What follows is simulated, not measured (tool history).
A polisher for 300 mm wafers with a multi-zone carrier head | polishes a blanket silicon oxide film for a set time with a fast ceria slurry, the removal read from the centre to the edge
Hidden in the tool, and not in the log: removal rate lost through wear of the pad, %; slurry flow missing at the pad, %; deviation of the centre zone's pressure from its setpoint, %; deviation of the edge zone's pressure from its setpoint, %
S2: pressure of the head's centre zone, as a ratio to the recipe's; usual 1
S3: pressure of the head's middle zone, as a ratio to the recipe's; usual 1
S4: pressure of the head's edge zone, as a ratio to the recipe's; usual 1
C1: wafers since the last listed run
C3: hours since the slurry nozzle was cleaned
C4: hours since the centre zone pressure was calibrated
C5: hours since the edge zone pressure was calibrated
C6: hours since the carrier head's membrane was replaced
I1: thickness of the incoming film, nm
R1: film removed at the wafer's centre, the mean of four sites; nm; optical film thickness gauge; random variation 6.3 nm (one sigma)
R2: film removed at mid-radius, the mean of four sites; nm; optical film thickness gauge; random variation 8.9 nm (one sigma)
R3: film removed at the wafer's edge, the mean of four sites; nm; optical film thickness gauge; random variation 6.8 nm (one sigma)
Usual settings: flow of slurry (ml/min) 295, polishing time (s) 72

{"run": 1, "day": 0.0, "flow of slurry (ml/min)": 295, "S2": 0.92, "S3": 1, "S4": 1, "polishing time (s)": 72, "C1": 0, "wafers polished on this pad": 673, "C3": 469, "C4": 67.4, "C5": 676.3, "C6": 973.3, "I1": 2791.3, "R1": 854.3, "R2": 936.4, "R3": 925.8}
{"run": 2, "day": 2.725, "flow of slurry (ml/min)": 295, "S2": 1, "S3": 1, "S4": 1, "polishing time (s)": 72, "C1": 592, "wafers polished on this pad": 1266, "C3": 534.4, "C4": 132.8, "C5": 741.7, "C6": 1038.7, "I1": 2815.8, "R1": 904.6, "R2": 922.3, "R3": 930.9}
{"run": 3, "day": 4.262, "flow of slurry (ml/min)": 295, "S2": 1, "S3": 1, "S4": 1.03, "polishing time (s)": 72, "C1": 334, "wafers polished on this pad": 1600, "C3": 571.3, "C4": 169.7, "C5": 778.6, "C6": 1075.6, "I1": 2898.6, "R1": 893.8, "R2": 928.9, "R3": 943.2}
{"day": 4.688, "done": "slurry nozzle cleaned"}
{"run": 4, "day": 7.129, "flow of slurry (ml/min)": 295, "S2": 1, "S3": 1, "S4": 1.03, "polishing time (s)": 72, "C1": 614, "wafers polished on this pad": 2215, "C3": 58.6, "C4": 238.5, "C5": 847.4, "C6": 1144.4, "I1": 2801.2, "R1": 885.7, "R2": 915.9, "R3": 936.9}
{"run": 5, "day": 8.471, "flow of slurry (ml/min)": 335, "S2": 1.1, "S3": 0.95, "S4": 1, "polishing time (s)": 72, "C1": 291, "wafers polished on this pad": 2506, "C3": 90.8, "C4": 270.7, "C5": 879.6, "C6": 1176.6, "I1": 2868.7, "R1": 961.7, "R2": 888, "R3": 930.3}
{"day": 10.771, "done": "worn pad replaced by a new one"}
{"run": 6, "day": 11.054, "flow of slurry (ml/min)": 190, "S2": 0.95, "S3": 0.92, "S4": 0.9, "polishing time (s)": 72, "C1": 525, "wafers polished on this pad": 61, "C3": 152.8, "C4": 332.7, "C5": 941.6, "C6": 1238.6, "I1": 2872.2, "R1": 800.6, "R2": 810.2, "R3": 836.9}
{"run": 7, "day": 12.733, "flow of slurry (ml/min)": 295, "S2": 1, "S3": 1, "S4": 1.08, "polishing time (s)": 72, "C1": 365, "wafers polished on this pad": 426, "C3": 193.1, "C4": 373, "C5": 981.9, "C6": 1278.9, "I1": 2834.5, "R1": 872.4, "R2": 935.4, "R3": 971}
{"day": 13.183, "done": "carrier head's membrane replaced by a new one"}
{"run": 8, "day": 13.846, "flow of slurry (ml/min)": 295, "S2": 1, "S3": 1, "S4": 1, "polishing time (s)": 72, "C1": 196, "wafers polished on this pad": 623, "C3": 219.8, "C4": 399.7, "C5": 1008.6, "C6": 15.9, "I1": 2815.5, "R1": 877.2, "R2": 931.7, "R3": 930.8}
{"run": 9, "day": 17.071, "flow of slurry (ml/min)": 255, "S2": 1.1, "S3": 1, "S4": 1, "polishing time (s)": 72, "C1": 701, "wafers polished on this pad": 1324, "C3": 297.2, "C4": 477.1, "C5": 1086, "C6": 93.3, "I1": 2833.9, "R1": 897.8, "R2": 912.8, "R3": 919.2}
{"run": 10, "day": 18.15, "flow of slurry (ml/min)": 200, "S2": 0.88, "S3": 1, "S4": 1, "polishing time (s)": 72, "C1": 234, "wafers polished on this pad": 1559, "C3": 323.1, "C4": 503, "C5": 1111.9, "C6": 119.2, "I1": 2828.3, "R1": 735.8, "R2": 890.2, "R3": 891.7}
{"run": 11, "day": 19.592, "flow of slurry (ml/min)": 295, "S2": 0.91, "S3": 1, "S4": 0.95, "polishing time (s)": 72, "C1": 313, "wafers polished on this pad": 1872, "C3": 357.7, "C4": 537.6, "C5": 1146.5, "C6": 153.8, "I1": 2813.8, "R1": 797.6, "R2": 933.6, "R3": 897.6}
{"day": 19.904, "done": "centre zone pressure recalibrated"}
{"run": 12, "day": 21.025, "flow of slurry (ml/min)": 295, "S2": 0.91, "S3": 1.08, "S4": 1, "polishing time (s)": 72, "C1": 293, "wafers polished on this pad": 2166, "C3": 392.1, "C4": 26.9, "C5": 1180.9, "C6": 188.2, "I1": 2830.5, "R1": 860.1, "R2": 1003.6, "R3": 924.1}
{"run": 13, "day": 23.425, "flow of slurry (ml/min)": 295, "S2": 1, "S3": 1, "S4": 1, "polishing time (s)": 72, "C1": 521, "wafers polished on this pad": 2688, "C3": 449.7, "C4": 84.5, "C5": 1238.5, "C6": 245.8, "I1": 2834.1, "R1": 915, "R2": 930.1, "R3": 921.9}
{"day": 23.946, "done": "edge zone pressure recalibrated"}
{"run": 14, "day": 24.954, "flow of slurry (ml/min)": 295, "S2": 1, "S3": 0.93, "S4": 1, "polishing time (s)": 72, "C1": 314, "wafers polished on this pad": 3002, "C3": 486.4, "C4": 121.2, "C5": 24.2, "C6": 282.5, "I1": 2846.2, "R1": 913.9, "R2": 862.6, "R3": 928.2}
{"day": 26.058, "done": "worn pad replaced by a new one"}
{"day": 29.692, "done": "slurry nozzle cleaned"}
{"run": 15, "day": 31.238, "flow of slurry (ml/min)": 255, "S2": 1.1, "S3": 1, "S4": 1, "polishing time (s)": 72, "C1": 1321, "wafers polished on this pad": 1117, "C3": 37.1, "C4": 272, "C5": 175, "C6": 433.3, "I1": 2862.4, "R1": 947.2, "R2": 887.1, "R3": 903.6}
{"run": 16, "day": 32.433, "flow of slurry (ml/min)": 295, "S2": 1, "S3": 1, "S4": 1, "polishing time (s)": 72, "C1": 260, "wafers polished on this pad": 1377, "C3": 65.8, "C4": 300.7, "C5": 203.7, "C6": 462, "I1": 2836.9, "R1": 891.6, "R2": 925.2, "R3": 925.2}
{"run": 17, "day": 33.592, "flow of slurry (ml/min)": 200, "S2": 1.08, "S3": 1, "S4": 0.93, "polishing time (s)": 55, "C1": 251, "wafers polished on this pad": 1628, "C3": 93.6, "C4": 328.5, "C5": 231.5, "C6": 489.8, "I1": 2856.1, "R1": 687.1, "R2": 665.9, "R3": 660.9}
{"run": 18, "day": 35.925, "flow of slurry (ml/min)": 295, "S2": 1, "S3": 1.07, "S4": 1, "polishing time (s)": 81, "C1": 507, "wafers polished on this pad": 2136, "C3": 149.6, "C4": 384.5, "C5": 287.5, "C6": 545.8, "I1": 2831.3, "R1": 1008.2, "R2": 1114.3, "R3": 1042}
{"run": 19, "day": 41.8, "flow of slurry (ml/min)": 385, "S2": 0.9, "S3": 1, "S4": 1, "polishing time (s)": 64, "C1": 1277, "wafers polished on this pad": 3413, "C3": 290.6, "C4": 525.5, "C5": 428.5, "C6": 686.8, "I1": 2891.8, "R1": 740.6, "R2": 839.3, "R3": 845.9}
{"day": 42.308, "done": "worn pad replaced by a new one"}
{"run": 20, "day": 42.921, "flow of slurry (ml/min)": 295, "S2": 1, "S3": 0.93, "S4": 1.05, "polishing time (s)": 72, "C1": 207, "wafers polished on this pad": 133, "C3": 317.5, "C4": 552.4, "C5": 455.4, "C6": 713.7, "I1": 2876.1, "R1": 857.4, "R2": 872.1, "R3": 951.3}
{"day": 45.062, "done": "centre zone pressure recalibrated"}
{"run": 21, "day": 45.175, "flow of slurry (ml/min)": 265, "S2": 1, "S3": 1, "S4": 1, "polishing time (s)": 72, "C1": 472, "wafers polished on this pad": 605, "C3": 371.6, "C4": 2.7, "C5": 509.5, "C6": 767.8, "I1": 2814.3, "R1": 909.9, "R2": 925.1, "R3": 918.5}
{"run": 22, "day": 46.662, "flow of slurry (ml/min)": 295, "S2": 1.08, "S3": 1, "S4": 1, "polishing time (s)": 72, "C1": 323, "wafers polished on this pad": 929, "C3": 407.3, "C4": 38.4, "C5": 545.2, "C6": 803.5, "I1": 2866.5, "R1": 963.5, "R2": 929.4, "R3": 939.1}
{"run": 23, "day": 48.083, "flow of slurry (ml/min)": 295, "S2": 1, "S3": 1, "S4": 1, "polishing time (s)": 72, "C1": 308, "wafers polished on this pad": 1238, "C3": 441.4, "C4": 72.5, "C5": 579.3, "C6": 837.6, "I1": 2806.9, "R1": 917.8, "R2": 923.8, "R3": 934.9}

Hidden state at the last listed run before each entry between runs and at the first one after, where it differs:
Between runs 3 and 4: slurry nozzle cleaned (day 4.688)
  deviation of the centre zone's pressure from its setpoint, %: -1.8 -> -2.69
  measured less the result without the state, R1: -11.3 -> -16.8 nm
Between runs 5 and 6: worn pad replaced by a new one (day 10.771)
  deviation of the centre zone's pressure from its setpoint, %: -3.21 -> -4.39
  measured less the result without the state, R1: -21.7 -> -25.1 nm
Between runs 7 and 8: carrier head's membrane replaced by a new one (day 13.183)
  deviation of the centre zone's pressure from its setpoint, %: -5.29 -> -5.94
  measured less the result without the state, R1: -33 -> -37.5 nm
Between runs 11 and 12: centre zone pressure recalibrated (day 19.904)
  deviation of the centre zone's pressure from its setpoint, %: -10 -> 1.63
  measured less the result without the state, R1: -59.6 -> +9.7 nm
Between runs 13 and 14: edge zone pressure recalibrated (day 23.946)
  deviation of the centre zone's pressure from its setpoint, %: 1.43 -> 1.19
  measured less the result without the state, R1: +8.9 -> +7.4 nm
Between runs 14 and 15: worn pad replaced by a new one (day 26.058); slurry nozzle cleaned (day 29.692)
  deviation of the centre zone's pressure from its setpoint, %: 1.19 -> -0.682
  measured less the result without the state, R1: +7.4 -> -4.4 nm
Between runs 19 and 20: worn pad replaced by a new one (day 42.308)
  deviation of the centre zone's pressure from its setpoint, %: -7.06 -> -7.98
  measured less the result without the state, R1: -38.2 -> -50 nm
Between runs 20 and 21: centre zone pressure recalibrated (day 45.062)
  deviation of the centre zone's pressure from its setpoint, %: -7.98 -> 1.56
  measured less the result without the state, R1: -50 -> +9.7 nm
